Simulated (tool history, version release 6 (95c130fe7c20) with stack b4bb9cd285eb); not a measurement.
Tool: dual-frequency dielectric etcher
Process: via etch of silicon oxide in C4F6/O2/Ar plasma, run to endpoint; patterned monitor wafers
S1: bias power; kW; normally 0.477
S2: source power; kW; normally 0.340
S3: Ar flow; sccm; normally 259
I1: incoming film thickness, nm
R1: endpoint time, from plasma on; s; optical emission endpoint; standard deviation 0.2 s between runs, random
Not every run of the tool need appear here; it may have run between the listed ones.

| run | hour | S1 | S2 | S3 | I1 | R1 |
|---|---|---|---|---|---|---|
| 1 | 0.0 | 0.477 | 0.340 | 259 | 129.8 | 29.3 |
| 2 | 39.1 | 0.477 | 0.340 | 259 | 129.6 | 29.1 |
| 3 | 78.9 | 0.477 | 0.340 | 259 | 127.6 | 28.7 |
|  | 148.1 | upper electrode replaced |
| 4 | 148.6 | 0.477 | 0.340 | 259 | 128.7 | 28.6 |
| 5 | 182.3 | 0.477 | 0.340 | 259 | 128.6 | 28.5 |
| 6 | 212.1 | 0.428 | 0.340 | 259 | 128.6 | 29.4 |
| 7 | 268.1 | 0.428 | 0.340 | 259 | 128.4 | 29.1 |
|  | 321.2 | wet clean of the chamber |
| 8 | 321.7 | 0.428 | 0.340 | 259 | 127.8 | 31.0 |
| 9 | 346.9 | 0.477 | 0.340 | 226 | 130.1 | 30.3 |
| 10 | 403.0 | 0.477 | 0.340 | 259 | 129.5 | 30.1 |
|  | 496.2 | source power generator calibrated |
| 11 | 532.5 | 0.477 | 0.340 | 259 | 128.1 | 29.8 |
|  | 568.4 | bias power generator calibrated |
| 12 | 638.4 | 0.477 | 0.340 | 199 | 130.0 | 29.1 |
| 13 | 705.4 | 0.477 | 0.340 | 259 | 128.7 | 29.7 |
| 14 | 732.1 | 0.477 | 0.340 | 293 | 129.1 | 29.9 |
|  | 744.5 | Ar flow controller replaced |
| 15 | 759.5 | 0.477 | 0.340 | 259 | 127.7 | 28.9 |

Run 16, settings as shown, results not yet in. Your forecast:
| 16 | 785.0 | 0.477 | 0.340 | 259 | 129.2 | ? |

Logged for run 16: R1 29.6 s.
The same run, on a tool lacking any hidden state, would have yielded R1 30.4 s.
